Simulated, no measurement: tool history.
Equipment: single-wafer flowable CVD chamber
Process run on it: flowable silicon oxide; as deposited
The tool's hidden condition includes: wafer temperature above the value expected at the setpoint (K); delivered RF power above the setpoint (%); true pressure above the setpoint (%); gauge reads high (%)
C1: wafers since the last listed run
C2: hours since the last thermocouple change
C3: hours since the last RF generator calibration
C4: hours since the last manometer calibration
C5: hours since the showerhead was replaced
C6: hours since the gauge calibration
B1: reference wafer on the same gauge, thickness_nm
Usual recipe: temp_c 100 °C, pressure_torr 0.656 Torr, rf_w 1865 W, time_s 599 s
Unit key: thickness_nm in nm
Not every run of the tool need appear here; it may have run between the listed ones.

{"run": 1, "hour": 0.0, "temp_c": 100, "pressure_torr": 0.656, "rf_w": 1865, "time_s": 572, "C1": 0, "C2": 2195, "C3": 662.5, "C4": 1142.4, "C5": 6407.2, "C6": 97.4, "B1": 256.797, "thickness_nm": 228.417}
{"run": 2, "hour": 6.3, "temp_c": 100, "pressure_torr": 0.656, "rf_w": 1865, "time_s": 572, "C1": 21, "C2": 2201.3, "C3": 668.8, "C4": 1148.7, "C5": 6413.5, "C6": 103.7, "B1": 257.247, "thickness_nm": 227.557}
{"run": 3, "hour": 17.9, "temp_c": 100, "pressure_torr": 0.556, "rf_w": 1865, "time_s": 599, "C1": 39, "C2": 2212.9, "C3": 680.4, "C4": 1160.3, "C5": 6425.1, "C6": 115.3, "B1": 257.082, "thickness_nm": 202.695}
{"hour": 18.7, "done": "gauge calibrated"}
{"run": 4, "hour": 27.1, "temp_c": 100, "pressure_torr": 0.656, "rf_w": 1865, "time_s": 599, "C1": 31, "C2": 2222.1, "C3": 689.6, "C4": 1169.5, "C5": 6434.3, "C6": 8.4, "B1": 257.278, "thickness_nm": 238.057}
{"run": 5, "hour": 33.3, "temp_c": 100, "pressure_torr": 0.656, "rf_w": 1865, "time_s": 599, "C1": 21, "C2": 2228.3, "C3": 695.8, "C4": 1175.7, "C5": 6440.5, "C6": 14.6, "B1": 257.476, "thickness_nm": 236.761}
{"run": 6, "hour": 44.1, "temp_c": 100, "pressure_torr": 0.656, "rf_w": 1865, "time_s": 599, "C1": 37, "C2": 2239.1, "C3": 706.6, "C4": 1186.5, "C5": 6451.3, "C6": 25.4, "B1": 256.974, "thickness_nm": 237.219}
{"run": 7, "hour": 59.9, "temp_c": 100, "pressure_torr": 0.656, "rf_w": 1865, "time_s": 599, "C1": 54, "C2": 2254.9, "C3": 722.4, "C4": 1202.3, "C5": 6467.1, "C6": 41.2, "B1": 257.19, "thickness_nm": 237.09}
{"hour": 77.3, "done": "capacitance manometer re-zeroed and calibrated"}
{"hour": 83.2, "done": "thermocouple changed; heater temperature recalibrated"}
{"run": 8, "hour": 83.7, "temp_c": 100, "pressure_torr": 0.656, "rf_w": 1865, "time_s": 599, "C1": 34, "C2": 0.5, "C3": 746.2, "C4": 6.4, "C5": 6490.9, "C6": 65, "B1": 256.677, "thickness_nm": 286.112}
{"run": 9, "hour": 84.2, "temp_c": 100, "pressure_torr": 0.656, "rf_w": 1865, "time_s": 599, "C1": 1, "C2": 1, "C3": 746.7, "C4": 6.9, "C5": 6491.4, "C6": 65.5, "B1": 257.128, "thickness_nm": 284.864}
{"hour": 105.3, "done": "RF generator calibrated"}
{"run": 10, "hour": 105.8, "temp_c": 100, "pressure_torr": 0.656, "rf_w": 1865, "time_s": 599, "C1": 46, "C2": 22.6, "C3": 0.5, "C4": 28.5, "C5": 6513, "C6": 87.1, "B1": 257.431, "thickness_nm": 284.625}
{"run": 11, "hour": 108.8, "temp_c": 94, "pressure_torr": 0.656, "rf_w": 2030, "time_s": 510, "C1": 10, "C2": 25.6, "C3": 3.5, "C4": 31.5, "C5": 6516, "C6": 90.1, "B1": 256.545, "thickness_nm": 312.056}
{"run": 12, "hour": 118.5, "temp_c": 100, "pressure_torr": 0.656, "rf_w": 1995, "time_s": 599, "C1": 33, "C2": 35.3, "C3": 13.2, "C4": 41.2, "C5": 6525.7, "C6": 99.8, "B1": 256.821, "thickness_nm": 290.616}
{"run": 13, "hour": 126.6, "temp_c": 100, "pressure_torr": 0.656, "rf_w": 1865, "time_s": 599, "C1": 27, "C2": 43.4, "C3": 21.3, "C4": 49.3, "C5": 6533.8, "C6": 107.9, "B1": 257.516, "thickness_nm": 284.801}
{"hour": 132.6, "done": "gauge calibrated"}
{"run": 14, "hour": 142.1, "temp_c": 100, "pressure_torr": 0.656, "rf_w": 1865, "time_s": 599, "C1": 53, "C2": 58.9, "C3": 36.8, "C4": 64.8, "C5": 6549.3, "C6": 9.5, "B1": 256.919, "thickness_nm": 283.266}
{"hour": 157.8, "done": "showerhead replaced"}
{"run": 15, "hour": 158.3, "temp_c": 107, "pressure_torr": 0.571, "rf_w": 1605, "time_s": 505, "C1": 28, "C2": 75.1, "C3": 53, "C4": 81, "C5": 0.5, "C6": 25.7, "B1": 256.966, "thickness_nm": 150.885}
{"run": 16, "hour": 159.8, "temp_c": 100, "pressure_torr": 0.755, "rf_w": 1865, "time_s": 599, "C1": 5, "C2": 76.6, "C3": 54.5, "C4": 82.5, "C5": 2, "C6": 27.2, "B1": 257.297, "thickness_nm": 328.01}
{"run": 17, "hour": 172.8, "temp_c": 100, "pressure_torr": 0.656, "rf_w": 1865, "time_s": 599, "C1": 44, "C2": 89.6, "C3": 67.5, "C4": 95.5, "C5": 15, "C6": 40.2, "B1": 257.143, "thickness_nm": 281.862}
{"run": 18, "hour": 180.4, "temp_c": 92, "pressure_torr": 0.496, "rf_w": 1580, "time_s": 599, "C1": 26, "C2": 97.2, "C3": 75.1, "C4": 103.1, "C5": 22.6, "C6": 47.8, "B1": 256.982, "thickness_nm": 269.83}
{"run": 19, "hour": 195.9, "temp_c": 100, "pressure_torr": 0.656, "rf_w": 2200, "time_s": 669, "C1": 53, "C2": 112.7, "C3": 90.6, "C4": 118.6, "C5": 38.1, "C6": 63.3, "B1": 257.434, "thickness_nm": 328.808}
{"run": 20, "hour": 206.5, "temp_c": 100, "pressure_torr": 0.656, "rf_w": 1865, "time_s": 703, "C1": 36, "C2": 123.3, "C3": 101.2, "C4": 129.2, "C5": 48.7, "C6": 73.9, "B1": 256.87, "thickness_nm": 331.562}

Each row is a separate what-if for the run after 20, all from the same tool condition, not one after another. Results?
{"run": "A", "hour": 207.1, "temp_c": 100, "pressure_torr": 0.818, "rf_w": 1865, "time_s": 599, "C1": 2, "C2": 123.9, "C3": 101.8, "C4": 129.8, "C5": 49.3, "C6": 74.5, "B1": "?", "thickness_nm": "?"}
{"run": "B", "hour": 207.1, "temp_c": 100, "pressure_torr": 0.656, "rf_w": 2060, "time_s": 599, "C1": 2, "C2": 123.9, "C3": 101.8, "C4": 129.8, "C5": 49.3, "C6": 74.5, "B1": "?", "thickness_nm": "?"}
{"run": "C", "hour": 207.1, "temp_c": 109, "pressure_torr": 0.789, "rf_w": 1710, "time_s": 686, "C1": 2, "C2": 123.9, "C3": 101.8, "C4": 129.8, "C5": 49.3, "C6": 74.5, "B1": "?", "thickness_nm": "?"}

run=A B1=257.247 thickness_nm=352.209
run=B B1=257.247 thickness_nm=289.227
run=C B1=257.247 thickness_nm=268.865
With no hidden state in the tool, these same runs would have given:
run=A thickness_nm=369.31
run=B thickness_nm=303.27
run=C thickness_nm=280.9
